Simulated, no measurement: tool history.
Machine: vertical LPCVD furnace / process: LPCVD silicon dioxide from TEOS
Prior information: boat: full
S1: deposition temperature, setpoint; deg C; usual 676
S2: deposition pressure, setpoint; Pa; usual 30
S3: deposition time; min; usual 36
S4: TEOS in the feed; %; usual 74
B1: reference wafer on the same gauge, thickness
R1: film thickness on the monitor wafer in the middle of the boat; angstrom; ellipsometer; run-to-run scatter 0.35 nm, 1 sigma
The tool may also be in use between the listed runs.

Run 1, hour 0: usual settings; B1 132.01. Result: R1 1467.2 angstrom.
Run 2, hour 19.7: usual settings; B1 131.98. Result: R1 1470.9 angstrom.
Run 3, hour 55: usual settings but S2 28 Pa, S4 71 %; B1 132.03. Result: R1 1394.1 angstrom.
Run 4, hour 78.7: usual settings but S2 28 Pa, S4 71 %; B1 132.04. Result: R1 1396.2 angstrom.
Run 5, hour 91: usual settings but S2 28 Pa, S4 71 %; B1 132.11. Result: R1 1394.1 angstrom.
Run 6, hour 124.7: usual settings; B1 131.98. Result: R1 1481.1 angstrom.
Run 7, hour 159.9: usual settings; B1 131.99. Result: R1 1485.8 angstrom.
Run 8, hour 180.7: usual settings; B1 132. Result: R1 1488.1 angstrom.
Run 9, hour 213.5: usual settings but S2 26.7 Pa, S3 46 min; B1 132.02. Result: R1 1789.2 angstrom.
Run 10, hour 244.4: usual settings but S2 26.7 Pa, S3 46 min; B1 132.08. Result: R1 1789.5 angstrom.
At hour 256.7: gauge calibrated.
Run 11, hour 265.7: usual settings but S1 673 deg C; B1 132.11. Result: R1 1386.1 angstrom.
Run 12, hour 295.8: usual settings but S1 672 deg C, S2 34.7 Pa, S4 87 %; B1 131.91. Result: R1 1582.4 angstrom.
Run 13, hour 338.2: usual settings but S1 679 deg C, S3 43.5 min, S4 64 %; B1 132.06. Result: R1 1807.9 angstrom.
At hour 400.5: pressure gauge zeroed.
At hour 441.4: thermocouples replaced and temperature profile calibrated.
Run 14, hour 441.9: usual settings; B1 131.95. Result: R1 1349.2 angstrom.
At hour 472.2: TEOS flow controller replaced.
Run 15, hour 472.7: usual settings but S1 679 deg C, S3 22 min; B1 132.04. Result: R1 891.5 angstrom.
Run 16, hour 485.3: usual settings but S1 664 deg C, S2 28 Pa; B1 132.07. Result: R1 971.9 angstrom.
Run 17, hour 510.2: usual settings but S1 664 deg C, S2 28 Pa; B1 131.95. Result: R1 973.6 angstrom.
Run 18, hour 534.9: usual settings but S1 682 deg C, S2 26 Pa, S3 50 min; B1 131.98. Result: R1 2023.1 angstrom.
Run 19, hour 561.4: usual settings; B1 131.97. Result: R1 1352.7 angstrom.
Run 20, hour 576.5: usual settings but S2 26.7 Pa, S3 23 min, S4 61 %; B1 132.02. Result: R1 745.1 angstrom.
Run 21, hour 630.2: usual settings but S4 61 %; B1 132.02. Result: R1 1228.2 angstrom.

What if the next run were any one of these 3? Each begins from the tool's condition after run 21:
Run A, hour 635.2: usual settings; B1 ?. Result: R1 ?.
Run B, hour 635.2: usual settings but S1 680 deg C, S2 35.3 Pa; B1 ?. Result: R1 ?.
Run C, hour 635.2: usual settings but S2 34 Pa, S3 45 min, S4 62 %; B1 ?. Result: R1 ?.

run      B1      R1
  A  132.09  1351.6
  B  132.09  1616.8
  C  132.09  1646.3
With no hidden state in the tool, these same runs would have given:
run      R1
  A  1347.3
  B  1611.8
  C  1641.1

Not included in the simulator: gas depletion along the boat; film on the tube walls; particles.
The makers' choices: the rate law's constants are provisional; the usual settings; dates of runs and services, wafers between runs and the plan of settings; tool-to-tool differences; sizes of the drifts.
